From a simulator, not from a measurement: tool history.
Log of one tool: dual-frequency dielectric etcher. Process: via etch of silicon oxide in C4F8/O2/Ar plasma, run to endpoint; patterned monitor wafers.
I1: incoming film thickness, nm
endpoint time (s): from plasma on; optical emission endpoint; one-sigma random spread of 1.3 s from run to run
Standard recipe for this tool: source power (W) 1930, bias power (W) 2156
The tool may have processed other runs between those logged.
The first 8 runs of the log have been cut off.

{"run": 9, "day": 14.058, "source power (W)": 1930, "bias power (W)": 2156, "I1": 2118.2, "endpoint time (s)": 415.2}
{"run": 10, "day": 14.829, "source power (W)": 1930, "bias power (W)": 2539, "I1": 2108.6, "endpoint time (s)": 392.9}
{"day": 15.6, "done": "bias power generator calibrated"}
{"run": 11, "day": 16.262, "source power (W)": 1930, "bias power (W)": 2276, "I1": 2142.3, "endpoint time (s)": 413.1}
{"run": 12, "day": 17.758, "source power (W)": 1930, "bias power (W)": 2276, "I1": 2109.7, "endpoint time (s)": 405.7}
{"run": 13, "day": 19.058, "source power (W)": 1930, "bias power (W)": 2156, "I1": 2134.6, "endpoint time (s)": 420.8}
{"run": 14, "day": 19.796, "source power (W)": 1930, "bias power (W)": 2156, "I1": 2122.3, "endpoint time (s)": 418.6}
{"run": 15, "day": 20.9, "source power (W)": 1930, "bias power (W)": 2156, "I1": 2133, "endpoint time (s)": 421.4}
{"run": 16, "day": 21.675, "source power (W)": 1930, "bias power (W)": 2414, "I1": 2123.6, "endpoint time (s)": 404.6}
{"run": 17, "day": 22.529, "source power (W)": 2110, "bias power (W)": 2156, "I1": 2122.2, "endpoint time (s)": 406.9}
{"run": 18, "day": 23.662, "source power (W)": 1750, "bias power (W)": 2575, "I1": 2149.1, "endpoint time (s)": 417.4}
{"run": 19, "day": 24.929, "source power (W)": 2320, "bias power (W)": 1736, "I1": 2138.7, "endpoint time (s)": 424.2}
{"run": 20, "day": 26.125, "source power (W)": 1540, "bias power (W)": 2156, "I1": 2106.1, "endpoint time (s)": 459.2}
{"day": 26.883, "done": "source power generator calibrated"}
{"run": 21, "day": 27.438, "source power (W)": 1790, "bias power (W)": 1755, "I1": 2122.3, "endpoint time (s)": 465.6}
{"run": 22, "day": 28.262, "source power (W)": 1930, "bias power (W)": 2156, "I1": 2139.5, "endpoint time (s)": 428.2}
{"run": 23, "day": 29.092, "source power (W)": 1930, "bias power (W)": 2156, "I1": 2140.9, "endpoint time (s)": 425.2}
{"run": 24, "day": 30.158, "source power (W)": 1500, "bias power (W)": 2156, "I1": 2142, "endpoint time (s)": 471.3}
{"run": 25, "day": 30.842, "source power (W)": 1930, "bias power (W)": 2156, "I1": 2112.5, "endpoint time (s)": 422.9}
{"day": 31.888, "done": "wet clean of the chamber"}
{"run": 26, "day": 32.279, "source power (W)": 1930, "bias power (W)": 2019, "I1": 2139.3, "endpoint time (s)": 427}
{"run": 27, "day": 33.621, "source power (W)": 1930, "bias power (W)": 2586, "I1": 2118.9, "endpoint time (s)": 392.2}
{"run": 28, "day": 34.85, "source power (W)": 1930, "bias power (W)": 1757, "I1": 2121.4, "endpoint time (s)": 442.9}
{"run": 29, "day": 35.742, "source power (W)": 1630, "bias power (W)": 2156, "I1": 2130.3, "endpoint time (s)": 448.5}
{"run": 30, "day": 36.746, "source power (W)": 2100, "bias power (W)": 2441, "I1": 2126.1, "endpoint time (s)": 391.5}
{"run": 31, "day": 37.867, "source power (W)": 2180, "bias power (W)": 2434, "I1": 2113.5, "endpoint time (s)": 379.8}
{"run": 32, "day": 38.942, "source power (W)": 1560, "bias power (W)": 2479, "I1": 2153.7, "endpoint time (s)": 440.6}
{"run": 33, "day": 40.238, "source power (W)": 2080, "bias power (W)": 1871, "I1": 2158.6, "endpoint time (s)": 433.4}

Below are 4 alternative next runs, each starting from the tool's condition after run 33. Predict each:
{"run": "A", "day": 40.258, "source power (W)": 2050, "bias power (W)": 2156, "I1": 2132.2, "endpoint time (s)": "?"}
{"run": "B", "day": 40.258, "source power (W)": 2080, "bias power (W)": 2310, "I1": 2132.2, "endpoint time (s)": "?"}
{"run": "C", "day": 40.258, "source power (W)": 2210, "bias power (W)": 1732, "I1": 2132.2, "endpoint time (s)": "?"}
{"run": "D", "day": 40.258, "source power (W)": 1930, "bias power (W)": 2381, "I1": 2132.2, "endpoint time (s)": "?"}

run=A endpoint_time_(s)=411.2
run=B endpoint_time_(s)=400
run=C endpoint_time_(s)=427
run=D endpoint_time_(s)=408.1
With no hidden state in the tool, these same runs would have given:
run=A endpoint_time_(s)=405.3
run=B endpoint_time_(s)=394.3
run=C endpoint_time_(s)=420.8
run=D endpoint_time_(s)=402.2

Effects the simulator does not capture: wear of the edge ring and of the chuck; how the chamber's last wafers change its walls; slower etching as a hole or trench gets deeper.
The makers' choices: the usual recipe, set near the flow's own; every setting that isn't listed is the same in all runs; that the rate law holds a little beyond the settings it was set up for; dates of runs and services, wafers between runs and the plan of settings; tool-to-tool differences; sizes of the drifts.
